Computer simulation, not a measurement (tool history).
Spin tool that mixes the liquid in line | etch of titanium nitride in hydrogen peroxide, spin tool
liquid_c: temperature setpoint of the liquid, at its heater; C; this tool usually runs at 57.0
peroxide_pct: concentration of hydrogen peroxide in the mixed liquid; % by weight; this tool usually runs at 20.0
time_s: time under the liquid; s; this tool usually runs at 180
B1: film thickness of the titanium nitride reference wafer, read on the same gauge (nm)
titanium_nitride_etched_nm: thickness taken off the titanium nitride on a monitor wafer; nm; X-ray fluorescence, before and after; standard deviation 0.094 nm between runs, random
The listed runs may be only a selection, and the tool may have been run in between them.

run 1 hour=0.0 | liquid_c=57.0 peroxide_pct=20.0 time_s=180 | B1=100.01 | titanium_nitride_etched_nm=18.46
run 2 hour=7.5 | liquid_c=57.0 peroxide_pct=20.0 time_s=180 | B1=99.95 | titanium_nitride_etched_nm=18.39
run 3 hour=24.1 | liquid_c=57.0 peroxide_pct=20.0 time_s=250 | B1=99.99 | titanium_nitride_etched_nm=25.56
run 4 hour=39.8 | liquid_c=57.0 peroxide_pct=20.0 time_s=250 | B1=100.01 | titanium_nitride_etched_nm=25.42
run 5 hour=51.8 | liquid_c=57.0 peroxide_pct=20.0 time_s=180 | B1=99.99 | titanium_nitride_etched_nm=18.21
run 6 hour=73.8 | liquid_c=57.0 peroxide_pct=22.5 time_s=145 | B1=100.04 | titanium_nitride_etched_nm=15.29
run 7 hour=82.0 | liquid_c=52.5 peroxide_pct=17.0 time_s=105 | B1=100.05 | titanium_nitride_etched_nm=7.47
run 8 hour=90.9 | liquid_c=57.0 peroxide_pct=20.0 time_s=125 | B1=100.01 | titanium_nitride_etched_nm=12.73
run 9 hour=106.3 | liquid_c=47.5 peroxide_pct=20.0 time_s=180 | B1=99.99 | titanium_nitride_etched_nm=9.40
run 10 hour=124.0 | liquid_c=57.0 peroxide_pct=14.0 time_s=180 | B1=100.01 | titanium_nitride_etched_nm=17.00
run 11 hour=137.2 | liquid_c=57.0 peroxide_pct=20.0 time_s=180 | B1=99.99 | titanium_nitride_etched_nm=18.46
run 12 hour=151.2 | liquid_c=52.5 peroxide_pct=20.0 time_s=265 | B1=99.95 | titanium_nitride_etched_nm=19.87
run 13 hour=162.0 | liquid_c=57.0 peroxide_pct=20.0 time_s=180 | B1=99.99 | titanium_nitride_etched_nm=18.43
run 14 hour=170.2 | liquid_c=49.5 peroxide_pct=15.5 time_s=95 | B1=100.00 | titanium_nitride_etched_nm=5.40
run 15 hour=178.1 | liquid_c=57.0 peroxide_pct=15.5 time_s=105 | B1=99.96 | titanium_nitride_etched_nm=10.17
run 16 hour=189.4 | liquid_c=57.0 peroxide_pct=24.0 time_s=180 | B1=100.01 | titanium_nitride_etched_nm=19.32
run 17 hour=228.0 | liquid_c=57.0 peroxide_pct=20.0 time_s=180 | B1=99.98 | titanium_nitride_etched_nm=18.46
run 18 hour=236.9 | liquid_c=63.0 peroxide_pct=21.5 time_s=180 | B1=99.99 | titanium_nitride_etched_nm=28.06
run 19 hour=254.6 | liquid_c=57.0 peroxide_pct=20.0 time_s=180 | B1=99.95 | titanium_nitride_etched_nm=18.48
run 20 hour=269.1 | liquid_c=47.0 peroxide_pct=25.5 time_s=95 | B1=100.02 | titanium_nitride_etched_nm=5.01
run 21 hour=280.0 | liquid_c=64.0 peroxide_pct=26.0 time_s=180 | B1=100.01 | titanium_nitride_etched_nm=31.43
run 22 hour=292.0 | liquid_c=49.5 peroxide_pct=23.5 time_s=180 | B1=99.99 | titanium_nitride_etched_nm=11.30
run 23 hour=298.8 | liquid_c=54.5 peroxide_pct=22.0 time_s=145 | B1=100.03 | titanium_nitride_etched_nm=12.77
run 24 hour=316.3 | liquid_c=63.5 peroxide_pct=25.0 time_s=125 | B1=99.99 | titanium_nitride_etched_nm=21.02
run 25 hour=333.4 | liquid_c=57.0 peroxide_pct=17.0 time_s=240 | B1=100.03 | titanium_nitride_etched_nm=23.55

Put back what was entered between runs (3 entries, withheld): which listed runs does each sit between, and how does the hidden state differ from the listed run before to the listed run after?
Runs 1 to 2: gauge calibrated (hour 0.1)
  both runs share identical hidden conditions
Runs 3 to 4: peroxide flow meter replaced (hour 26.7)
  both runs share identical hidden conditions
Runs 16 to 17: heated supply line repaired (hour 192.2)
  both runs share identical hidden conditions

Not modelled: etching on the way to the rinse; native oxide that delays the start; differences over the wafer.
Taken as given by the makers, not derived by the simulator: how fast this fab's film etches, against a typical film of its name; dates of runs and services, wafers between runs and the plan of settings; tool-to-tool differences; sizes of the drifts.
